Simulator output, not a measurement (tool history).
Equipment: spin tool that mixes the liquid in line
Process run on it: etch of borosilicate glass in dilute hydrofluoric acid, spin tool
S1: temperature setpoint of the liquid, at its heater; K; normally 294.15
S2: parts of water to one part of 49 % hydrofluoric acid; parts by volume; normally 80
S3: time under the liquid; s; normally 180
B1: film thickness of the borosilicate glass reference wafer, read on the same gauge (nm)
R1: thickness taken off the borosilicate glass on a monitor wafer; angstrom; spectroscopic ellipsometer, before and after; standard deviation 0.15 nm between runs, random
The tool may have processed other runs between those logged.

run,day,S1,S2,S3,B1,R1
1,0.000,294.15,80,180,99.98,435.7
# day 1.829: hydrofluoric acid flow meter replaced
2,1.946,294.15,80,180,99.98,456.2
3,4.583,294.15,80,180,99.97,457.5
4,5.738,292.65,80,215,100.03,514.6
5,8.325,295.15,80,215,100.02,564.6
6,9.529,295.15,80,215,100.02,565.9
7,13.112,295.15,80,215,100.03,564.6
8,15.562,294.15,80,180,99.97,452.2
9,16.742,294.15,80,180,100.02,452.0
# day 18.000: gauge calibrated
10,19.088,294.15,80,180,100.03,449.3
11,20.200,294.15,80,180,100.00,449.0
12,21.858,294.15,80,180,100.04,449.0
13,24.454,294.15,80,180,99.99,448.2
# day 25.575: thermometer replaced
14,27.021,294.15,80,180,100.02,446.7
15,28.354,294.15,80,180,100.04,445.6
16,31.246,299.15,40,145,100.02,928.7
17,33.221,294.15,55,180,100.00,666.2
18,35.396,299.15,95,245,100.00,609.2
19,38.154,294.15,80,180,100.01,440.3
20,39.904,294.15,80,180,100.01,441.6
21,42.633,294.15,65,75,100.01,230.2
22,45.438,297.15,100,230,100.00,495.5
23,47.088,294.15,80,100,99.97,244.7
# day 47.750: hydrofluoric acid flow meter replaced
24,49.588,290.15,80,180,99.98,385.8
25,52.275,292.15,80,180,99.99,419.9
26,53.746,294.15,80,180,99.99,451.9
27,55.908,294.15,90,180,99.99,397.1
28,58.617,298.65,100,125,100.00,291.9
29,60.542,290.15,95,250,100.02,435.5

Run 30 has not been measured yet. What should we expect?
30,62.538,298.65,100,125,?,?

B1: 100.03
R1: 292.1 angstrom
Had the tool carried no hidden state, the very same run would have given R1 297.4 angstrom.

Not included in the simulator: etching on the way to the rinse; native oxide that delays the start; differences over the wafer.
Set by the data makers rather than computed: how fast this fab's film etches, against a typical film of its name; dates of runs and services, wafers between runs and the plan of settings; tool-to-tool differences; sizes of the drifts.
